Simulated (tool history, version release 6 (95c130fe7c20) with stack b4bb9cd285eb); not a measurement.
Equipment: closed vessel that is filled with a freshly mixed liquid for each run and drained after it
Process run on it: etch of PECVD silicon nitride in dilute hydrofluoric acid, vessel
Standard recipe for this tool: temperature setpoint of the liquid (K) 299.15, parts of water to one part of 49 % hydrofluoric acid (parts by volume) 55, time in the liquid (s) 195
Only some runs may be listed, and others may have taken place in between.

| run | day | temperature setpoint of the liquid (K) | parts of water to one part of 49 % hydrofluoric acid (parts by volume) | time in the liquid (s) | wafers since the last listed run | hours since the thermometer was replaced | hours since the hydrofluoric acid flow meter was replaced | hours since the gauge calibration | read-back film thickness of the PECVD silicon nitride reference wafer, read on the same gauge (nm) | thickness taken off the PECVD silicon nitride on a monitor wafer (angstrom) |
|---|---|---|---|---|---|---|---|---|---|---|
| 1 | 0.000 | 299.15 | 55 | 195 | 0 | 2030.5 | 456.7 | 283.5 | 99.98 | 237.5 |
| 2 | 1.867 | 299.15 | 55 | 195 | 2452 | 2075.3 | 501.5 | 328.3 | 100.00 | 239.5 |
|  | 3.142 | gauge calibrated |
| 3 | 4.850 | 299.15 | 55 | 195 | 3920 | 2146.9 | 573.1 | 41.0 | 100.01 | 240.9 |
| 4 | 6.558 | 300.65 | 55 | 195 | 2244 | 2187.9 | 614.1 | 82.0 | 99.99 | 264.3 |
| 5 | 8.375 | 299.15 | 55 | 195 | 2387 | 2231.5 | 657.7 | 125.6 | 99.99 | 243.0 |
| 6 | 9.904 | 299.15 | 55 | 195 | 2009 | 2268.2 | 694.4 | 162.3 | 99.99 | 240.8 |
| 7 | 12.267 | 299.15 | 55 | 195 | 3104 | 2324.9 | 751.1 | 219.0 | 99.98 | 244.5 |
|  | 13.379 | thermometer replaced |
| 8 | 15.062 | 299.15 | 55 | 195 | 3619 | 40.4 | 818.2 | 286.1 | 99.99 | 242.6 |
| 9 | 16.567 | 296.15 | 35 | 235 | 1976 | 76.5 | 854.3 | 322.2 | 99.99 | 374.5 |
| 10 | 17.596 | 296.15 | 45 | 100 | 1352 | 101.2 | 879.0 | 346.9 | 100.01 | 122.9 |
|  | 17.862 | gauge calibrated |
| 11 | 19.154 | 299.15 | 55 | 195 | 2047 | 138.6 | 916.4 | 31.0 | 99.99 | 244.8 |
| 12 | 21.558 | 295.15 | 35 | 240 | 3159 | 196.3 | 974.1 | 88.7 | 100.01 | 359.9 |
|  | 21.696 | hydrofluoric acid flow meter replaced |
| 13 | 23.496 | 299.15 | 55 | 195 | 2491 | 242.8 | 43.2 | 135.2 | 99.99 | 230.3 |
| 14 | 26.179 | 294.65 | 55 | 285 | 3526 | 307.2 | 107.6 | 199.6 | 100.00 | 251.4 |
| 15 | 27.388 | 304.15 | 25 | 195 | 1587 | 336.2 | 136.6 | 228.6 | 100.01 | 693.2 |
| 16 | 29.112 | 299.15 | 35 | 195 | 2266 | 377.6 | 178.0 | 270.0 | 100.01 | 361.8 |
| 17 | 30.167 | 303.65 | 70 | 110 | 1385 | 402.9 | 203.3 | 295.3 | 99.99 | 140.0 |

Consider 4 possible next runs. They are alternatives, not a sequence: every one starts from the tool as it was left by run 17. What does each give?
| A | 30.196 | 299.15 | 55 | 195 | 38 | 403.6 | 204.0 | 296.0 | ? | ? |
| B | 30.196 | 295.65 | 55 | 195 | 38 | 403.6 | 204.0 | 296.0 | ? | ? |
| C | 30.196 | 301.15 | 85 | 195 | 38 | 403.6 | 204.0 | 296.0 | ? | ? |
| D | 30.196 | 297.15 | 55 | 195 | 38 | 403.6 | 204.0 | 296.0 | ? | ? |

| run | read-back film thickness of the PECVD silicon nitride reference wafer, read on the same gauge (nm) | thickness taken off the PECVD silicon nitride on a monitor wafer (angstrom) |
|---|---|---|
| A | 99.99 | 233.8 |
| B | 99.99 | 184.8 |
| C | 99.99 | 173.2 |
| D | 99.99 | 204.6 |
Stripped of hidden state, with their random variation kept, the same runs would have yielded:
| run | thickness taken off the PECVD silicon nitride on a monitor wafer (angstrom) |
|---|---|
| A | 229.7 |
| B | 181.6 |
| C | 170.1 |
| D | 201.0 |
